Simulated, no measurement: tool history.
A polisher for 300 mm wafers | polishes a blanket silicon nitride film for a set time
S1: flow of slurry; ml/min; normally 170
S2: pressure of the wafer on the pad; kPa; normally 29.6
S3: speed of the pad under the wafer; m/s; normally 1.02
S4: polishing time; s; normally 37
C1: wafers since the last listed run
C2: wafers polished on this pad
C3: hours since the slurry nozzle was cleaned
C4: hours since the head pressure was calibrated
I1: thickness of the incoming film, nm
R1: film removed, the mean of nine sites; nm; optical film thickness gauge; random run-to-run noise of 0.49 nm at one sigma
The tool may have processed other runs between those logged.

Run 1, hour 0.0: usual settings; C1 0; C2 2199; C3 290.9; C4 531.7; I1 473.2. Result: R1 68.8 nm.
Run 2, hour 25.8: usual settings; C1 207; C2 2406; C3 316.7; C4 557.5; I1 469.2. Result: R1 67.5 nm.
Run 3, hour 67.0: usual settings but S4 34 s; C1 331; C2 2738; C3 357.9; C4 598.7; I1 471.6. Result: R1 62.3 nm.
Run 4, hour 99.0: usual settings but S4 34 s; C1 257; C2 2995; C3 389.9; C4 630.7; I1 472.7. Result: R1 62.1 nm.
At hour 137.3: worn pad replaced by a new one.
Run 5, hour 161.0: usual settings but S4 34 s; C1 466; C2 190; C3 451.9; C4 692.7; I1 468.4. Result: R1 62.0 nm.
Run 6, hour 209.8: usual settings but S2 35.2 kPa, S4 30 s; C1 392; C2 583; C3 500.7; C4 741.5; I1 479.4. Result: R1 62.1 nm.
Run 7, hour 242.3: usual settings but S2 35.2 kPa, S4 30 s; C1 261; C2 845; C3 533.2; C4 774.0; I1 474.0. Result: R1 61.4 nm.
Run 8, hour 281.0: usual settings but S2 26.2 kPa; C1 311; C2 1156; C3 571.9; C4 812.7; I1 466.1. Result: R1 61.3 nm.
Run 9, hour 339.8: usual settings but S1 135 ml/min, S3 1.30 m/s; C1 473; C2 1629; C3 630.7; C4 871.5; I1 478.1. Result: R1 77.4 nm.
Run 10, hour 506.2: usual settings but S1 135 ml/min, S3 1.30 m/s; C1 1338; C2 2968; C3 797.1; C4 1037.9; I1 472.3. Result: R1 75.4 nm.
At hour 543.0: slurry nozzle cleaned.
Run 11, hour 565.1: usual settings but S4 29 s; C1 465; C2 3434; C3 22.1; C4 1096.8; I1 475.2. Result: R1 54.2 nm.
At hour 604.1: head pressure recalibrated.
Run 12, hour 607.0: usual settings but S4 29 s; C1 321; C2 3755; C3 64.0; C4 2.9; I1 466.5. Result: R1 54.5 nm.
Run 13, hour 644.5: usual settings; C1 301; C2 4057; C3 101.5; C4 40.4; I1 466.6. Result: R1 69.6 nm.
At hour 663.1: worn pad replaced by a new one.
Run 14, hour 673.0: usual settings but S2 32.4 kPa; C1 197; C2 79; C3 130.0; C4 68.9; I1 472.2. Result: R1 73.8 nm.
Run 15, hour 697.7: usual settings but S2 32.4 kPa; C1 198; C2 278; C3 154.7; C4 93.6; I1 474.7. Result: R1 73.8 nm.
Run 16, hour 730.4: usual settings but S2 23.4 kPa; C1 263; C2 541; C3 187.4; C4 126.3; I1 476.1. Result: R1 58.2 nm.
Run 17, hour 788.3: usual settings; C1 465; C2 1007; C3 245.3; C4 184.2; I1 475.7. Result: R1 69.1 nm.
Run 18, hour 835.2: usual settings but S1 130 ml/min, S2 33.1 kPa; C1 377; C2 1384; C3 292.2; C4 231.1; I1 470.9. Result: R1 71.2 nm.
Run 19, hour 885.2: usual settings but S1 150 ml/min; C1 402; C2 1786; C3 342.2; C4 281.1; I1 467.6. Result: R1 66.9 nm.
Run 20, hour 986.6: usual settings but S1 225 ml/min, S2 26.9 kPa; C1 815; C2 2602; C3 443.6; C4 382.5; I1 468.6. Result: R1 65.6 nm.
Run 21, hour 1034.5: usual settings; C1 385; C2 2987; C3 491.5; C4 430.4; I1 467.4. Result: R1 66.3 nm.
Run 22, hour 1082.8: usual settings but S1 145 ml/min; C1 388; C2 3376; C3 539.8; C4 478.7; I1 472.5. Result: R1 65.5 nm.
Run 23, hour 1115.9: usual settings but S2 37.2 kPa, S4 26 s; C1 266; C2 3642; C3 572.9; C4 511.8; I1 471.5. Result: R1 55.9 nm.
At hour 1127.1: worn pad replaced by a new one, of another model than before.
Run 24, hour 1156.9: usual settings but S2 20.0 kPa, S3 0.78 m/s; C1 297; C2 239; C3 613.9; C4 552.8; I1 477.0. Result: R1 51.0 nm.
Run 25, hour 1206.6: usual settings but S4 46 s; C1 399; C2 639; C3 663.6; C4 602.5; I1 473.4. Result: R1 83.4 nm.
At hour 1248.6: slurry nozzle cleaned.
Run 26, hour 1275.8: usual settings but S3 1.36 m/s; C1 548; C2 1188; C3 27.2; C4 671.7; I1 468.2. Result: R1 78.9 nm.
Run 27, hour 1344.1: usual settings but S2 33.1 kPa; C1 549; C2 1737; C3 95.5; C4 740.0; I1 461.7. Result: R1 74.1 nm.
Run 28, hour 1400.4: usual settings; C1 452; C2 2190; C3 151.8; C4 796.3; I1 460.2. Result: R1 70.4 nm.
Run 29, hour 1460.4: usual settings but S3 1.32 m/s; C1 482; C2 2673; C3 211.8; C4 856.3; I1 480.9. Result: R1 77.3 nm.
Run 30, hour 1531.2: usual settings but S1 215 ml/min, S2 21.4 kPa, S3 0.88 m/s, S4 48 s; C1 569; C2 3243; C3 282.6; C4 927.1; I1 477.1. Result: R1 74.9 nm.
At hour 1540.4: worn pad replaced by a new one.
Run 31, hour 1569.3: usual settings but S2 26.9 kPa, S3 1.32 m/s, S4 33 s; C1 274; C2 232; C3 320.7; C4 965.2; I1 475.1. Result: R1 66.5 nm.
Run 32, hour 1620.2: usual settings but S1 140 ml/min, S4 27 s; C1 409; C2 641; C3 371.6; C4 1016.1; I1 478.0. Result: R1 49.1 nm.
Run 33, hour 1648.3: usual settings but S3 1.36 m/s; C1 226; C2 867; C3 399.7; C4 1044.2; I1 462.0. Result: R1 77.5 nm.
Run 34, hour 1678.2: usual settings but S1 230 ml/min, S2 26.9 kPa; C1 240; C2 1108; C3 429.6; C4 1074.1; I1 474.0. Result: R1 66.6 nm.
Run 35, hour 1719.0: usual settings; C1 328; C2 1436; C3 470.4; C4 1114.9; I1 476.8. Result: R1 68.3 nm.
Run 36, hour 1766.5: usual settings; C1 382; C2 1819; C3 517.9; C4 1162.4; I1 473.9. Result: R1 68.1 nm.
Run 37, hour 1926.1: usual settings but S1 140 ml/min, S2 21.4 kPa, S3 0.88 m/s, S4 42 s; C1 1284; C2 3103; C3 677.5; C4 1322.0; I1 477.1. Result: R1 61.0 nm.
Run 38, hour 1956.9: usual settings but S1 115 ml/min, S2 34.5 kPa, S4 28 s; C1 247; C2 3350; C3 708.3; C4 1352.8; I1 474.2. Result: R1 54.3 nm.

Branching from run 38: 3 alternative next runs. What would each branch give?
Run A, hour 1957.3: usual settings but S3 0.84 m/s; C1 3; C2 3354; C3 708.7; C4 1353.2; I1 462.8. Result: R1 ?.
Run B, hour 1957.3: usual settings but S1 195 ml/min, S2 23.4 kPa, S3 1.30 m/s, S4 46 s; C1 3; C2 3354; C3 708.7; C4 1353.2; I1 462.8. Result: R1 ?.
Run C, hour 1957.3: usual settings but S1 225 ml/min, S2 38.6 kPa, S4 29 s; C1 3; C2 3354; C3 708.7; C4 1353.2; I1 462.8. Result: R1 ?.

run    R1
  A  62.9
  B  85.0
  C  62.8
Without the tool's unlogged condition, the same runs would have read:
run    R1
  A  65.0
  B  87.7
  C  64.7

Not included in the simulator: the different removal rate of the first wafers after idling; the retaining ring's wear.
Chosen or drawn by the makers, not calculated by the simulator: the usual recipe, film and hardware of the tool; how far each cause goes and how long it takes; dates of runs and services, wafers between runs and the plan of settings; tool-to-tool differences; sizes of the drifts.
